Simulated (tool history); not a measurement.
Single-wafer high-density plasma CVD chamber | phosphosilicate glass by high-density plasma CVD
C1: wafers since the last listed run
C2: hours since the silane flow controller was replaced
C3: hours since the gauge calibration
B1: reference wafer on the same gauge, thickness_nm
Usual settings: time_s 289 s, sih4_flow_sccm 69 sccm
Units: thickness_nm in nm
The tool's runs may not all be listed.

{"run": 1, "hour": 0.0, "time_s": 289, "sih4_flow_sccm": 69, "C1": 0, "C2": 753, "C3": 758, "B1": 2269.054, "thickness_nm": 1939.254}
{"run": 2, "hour": 105.9, "time_s": 289, "sih4_flow_sccm": 69, "C1": 528, "C2": 858.9, "C3": 863.9, "B1": 2268.486, "thickness_nm": 1949.898}
{"run": 3, "hour": 212.7, "time_s": 289, "sih4_flow_sccm": 69, "C1": 532, "C2": 965.7, "C3": 970.7, "B1": 2272.021, "thickness_nm": 1944.288}
{"run": 4, "hour": 310.0, "time_s": 289, "sih4_flow_sccm": 69, "C1": 485, "C2": 1063, "C3": 1068, "B1": 2271.212, "thickness_nm": 1934.566}
{"run": 5, "hour": 389.0, "time_s": 289, "sih4_flow_sccm": 69, "C1": 394, "C2": 1142, "C3": 1147, "B1": 2270.675, "thickness_nm": 1945.384}
{"run": 6, "hour": 478.2, "time_s": 289, "sih4_flow_sccm": 69, "C1": 445, "C2": 1231.2, "C3": 1236.2, "B1": 2270.015, "thickness_nm": 1912}
{"run": 7, "hour": 583.1, "time_s": 289, "sih4_flow_sccm": 69, "C1": 523, "C2": 1336.1, "C3": 1341.1, "B1": 2269.866, "thickness_nm": 1934.885}
{"run": 8, "hour": 630.8, "time_s": 260, "sih4_flow_sccm": 69, "C1": 237, "C2": 1383.8, "C3": 1388.8, "B1": 2273.68, "thickness_nm": 1734.347}
{"run": 9, "hour": 719.2, "time_s": 260, "sih4_flow_sccm": 69, "C1": 441, "C2": 1472.2, "C3": 1477.2, "B1": 2269.611, "thickness_nm": 1753.984}
{"run": 10, "hour": 784.0, "time_s": 260, "sih4_flow_sccm": 69, "C1": 323, "C2": 1537, "C3": 1542, "B1": 2268.2, "thickness_nm": 1735.493}
{"run": 11, "hour": 841.2, "time_s": 289, "sih4_flow_sccm": 69, "C1": 285, "C2": 1594.2, "C3": 1599.2, "B1": 2268.55, "thickness_nm": 1923.593}
{"run": 12, "hour": 927.0, "time_s": 289, "sih4_flow_sccm": 69, "C1": 428, "C2": 1680, "C3": 1685, "B1": 2269.41, "thickness_nm": 1926.681}
{"run": 13, "hour": 1013.6, "time_s": 289, "sih4_flow_sccm": 69, "C1": 432, "C2": 1766.6, "C3": 1771.6, "B1": 2267.318, "thickness_nm": 1931.013}
{"run": 14, "hour": 1184.0, "time_s": 269, "sih4_flow_sccm": 69, "C1": 850, "C2": 1937, "C3": 1942, "B1": 2272.059, "thickness_nm": 1796.791}
{"run": 15, "hour": 1258.6, "time_s": 269, "sih4_flow_sccm": 69, "C1": 372, "C2": 2011.6, "C3": 2016.6, "B1": 2272.004, "thickness_nm": 1802.873}
{"run": 16, "hour": 1352.1, "time_s": 269, "sih4_flow_sccm": 69, "C1": 466, "C2": 2105.1, "C3": 2110.1, "B1": 2270.943, "thickness_nm": 1795.539}
{"run": 17, "hour": 1444.7, "time_s": 289, "sih4_flow_sccm": 69, "C1": 462, "C2": 2197.7, "C3": 2202.7, "B1": 2269.915, "thickness_nm": 1931.933}
{"run": 18, "hour": 1498.2, "time_s": 289, "sih4_flow_sccm": 69, "C1": 266, "C2": 2251.2, "C3": 2256.2, "B1": 2270.527, "thickness_nm": 1935.923}
{"run": 19, "hour": 1534.8, "time_s": 289, "sih4_flow_sccm": 69, "C1": 182, "C2": 2287.8, "C3": 2292.8, "B1": 2269.233, "thickness_nm": 1934.922}
{"hour": 1837.1, "done": "silane flow controller replaced"}
{"run": 20, "hour": 1841.0, "time_s": 289, "sih4_flow_sccm": 69, "C1": 1487, "C2": 3.9, "C3": 2599, "B1": 2272.373, "thickness_nm": 1928.111}
{"run": 21, "hour": 1944.5, "time_s": 289, "sih4_flow_sccm": 69, "C1": 516, "C2": 107.4, "C3": 2702.5, "B1": 2268.038, "thickness_nm": 1934.509}
{"run": 22, "hour": 2012.8, "time_s": 289, "sih4_flow_sccm": 79, "C1": 340, "C2": 175.7, "C3": 2770.8, "B1": 2271.976, "thickness_nm": 2219.985}
{"run": 23, "hour": 2109.4, "time_s": 289, "sih4_flow_sccm": 69, "C1": 481, "C2": 272.3, "C3": 2867.4, "B1": 2269.065, "thickness_nm": 1947.362}
{"run": 24, "hour": 2161.7, "time_s": 335, "sih4_flow_sccm": 77, "C1": 260, "C2": 324.6, "C3": 2919.7, "B1": 2269.969, "thickness_nm": 2496.157}
{"run": 25, "hour": 2242.7, "time_s": 289, "sih4_flow_sccm": 62, "C1": 404, "C2": 405.6, "C3": 3000.7, "B1": 2268.459, "thickness_nm": 1722.88}
{"run": 26, "hour": 2290.6, "time_s": 327, "sih4_flow_sccm": 80, "C1": 238, "C2": 453.5, "C3": 3048.6, "B1": 2273.252, "thickness_nm": 2557.58}
{"run": 27, "hour": 2380.6, "time_s": 330, "sih4_flow_sccm": 82, "C1": 449, "C2": 543.5, "C3": 3138.6, "B1": 2269.888, "thickness_nm": 2609.261}
{"run": 28, "hour": 2484.1, "time_s": 251, "sih4_flow_sccm": 74, "C1": 516, "C2": 647, "C3": 3242.1, "B1": 2267.461, "thickness_nm": 1800.776}
{"run": 29, "hour": 2555.4, "time_s": 289, "sih4_flow_sccm": 69, "C1": 355, "C2": 718.3, "C3": 3313.4, "B1": 2269.265, "thickness_nm": 1940.747}
{"run": 30, "hour": 2652.3, "time_s": 330, "sih4_flow_sccm": 65, "C1": 483, "C2": 815.2, "C3": 3410.3, "B1": 2269.018, "thickness_nm": 2081.481}
{"run": 31, "hour": 2694.4, "time_s": 306, "sih4_flow_sccm": 58, "C1": 210, "C2": 857.3, "C3": 3452.4, "B1": 2272.927, "thickness_nm": 1712.883}
{"run": 32, "hour": 2801.9, "time_s": 269, "sih4_flow_sccm": 76, "C1": 536, "C2": 964.8, "C3": 3559.9, "B1": 2271.456, "thickness_nm": 1991.596}
{"run": 33, "hour": 2845.5, "time_s": 289, "sih4_flow_sccm": 69, "C1": 217, "C2": 1008.4, "C3": 3603.5, "B1": 2270.5, "thickness_nm": 1924.783}
{"run": 34, "hour": 2931.2, "time_s": 343, "sih4_flow_sccm": 69, "C1": 427, "C2": 1094.1, "C3": 3689.2, "B1": 2269.882, "thickness_nm": 2300.812}
{"run": 35, "hour": 2995.5, "time_s": 250, "sih4_flow_sccm": 62, "C1": 320, "C2": 1158.4, "C3": 3753.5, "B1": 2265.311, "thickness_nm": 1489.628}
{"hour": 3093.3, "done": "gauge calibrated"}
{"run": 36, "hour": 3101.9, "time_s": 242, "sih4_flow_sccm": 69, "C1": 530, "C2": 1264.8, "C3": 8.6, "B1": 2271.945, "thickness_nm": 1614.463}
{"run": 37, "hour": 3216.3, "time_s": 241, "sih4_flow_sccm": 60, "C1": 570, "C2": 1379.2, "C3": 123, "B1": 2270.197, "thickness_nm": 1397.597}
{"run": 38, "hour": 3261.9, "time_s": 345, "sih4_flow_sccm": 56, "C1": 227, "C2": 1424.8, "C3": 168.6, "B1": 2267.01, "thickness_nm": 1888.496}
{"run": 39, "hour": 3366.2, "time_s": 319, "sih4_flow_sccm": 74, "C1": 520, "C2": 1529.1, "C3": 272.9, "B1": 2272.923, "thickness_nm": 2304.295}
{"run": 40, "hour": 3408.2, "time_s": 289, "sih4_flow_sccm": 69, "C1": 209, "C2": 1571.1, "C3": 314.9, "B1": 2270.735, "thickness_nm": 1959.732}
{"run": 41, "hour": 3499.1, "time_s": 251, "sih4_flow_sccm": 81, "C1": 453, "C2": 1662, "C3": 405.8, "B1": 2269.997, "thickness_nm": 1956.054}
{"run": 42, "hour": 3590.2, "time_s": 289, "sih4_flow_sccm": 69, "C1": 454, "C2": 1753.1, "C3": 496.9, "B1": 2271.299, "thickness_nm": 1951.926}
{"run": 43, "hour": 3674.7, "time_s": 269, "sih4_flow_sccm": 59, "C1": 421, "C2": 1837.6, "C3": 581.4, "B1": 2270.877, "thickness_nm": 1544.338}
{"run": 44, "hour": 3736.1, "time_s": 316, "sih4_flow_sccm": 62, "C1": 306, "C2": 1899, "C3": 642.8, "B1": 2271.883, "thickness_nm": 1909.933}
{"run": 45, "hour": 3842.7, "time_s": 243, "sih4_flow_sccm": 72, "C1": 531, "C2": 2005.6, "C3": 749.4, "B1": 2273.313, "thickness_nm": 1700.365}
{"run": 46, "hour": 3928.8, "time_s": 326, "sih4_flow_sccm": 59, "C1": 429, "C2": 2091.7, "C3": 835.5, "B1": 2269.71, "thickness_nm": 1871.478}

Forecast each of these 4 alternatives for the next run:
{"run": "A", "hour": 3929.3, "time_s": 333, "sih4_flow_sccm": 69, "C1": 2, "C2": 2092.2, "C3": 836, "B1": "?", "thickness_nm": "?"}
{"run": "B", "hour": 3929.3, "time_s": 289, "sih4_flow_sccm": 65, "C1": 2, "C2": 2092.2, "C3": 836, "B1": "?", "thickness_nm": "?"}
{"run": "C", "hour": 3929.3, "time_s": 234, "sih4_flow_sccm": 62, "C1": 2, "C2": 2092.2, "C3": 836, "B1": "?", "thickness_nm": "?"}
{"run": "D", "hour": 3929.3, "time_s": 270, "sih4_flow_sccm": 63, "C1": 2, "C2": 2092.2, "C3": 836, "B1": "?", "thickness_nm": "?"}

run=A B1=2270.2 thickness_nm=2232.272
run=B B1=2270.2 thickness_nm=1825.009
run=C B1=2270.2 thickness_nm=1409.488
run=D B1=2270.2 thickness_nm=1652.563
Without the tool's hidden state the same runs would have given:
run=A thickness_nm=2232.272
run=B thickness_nm=1825.009
run=C thickness_nm=1409.488
run=D thickness_nm=1652.563
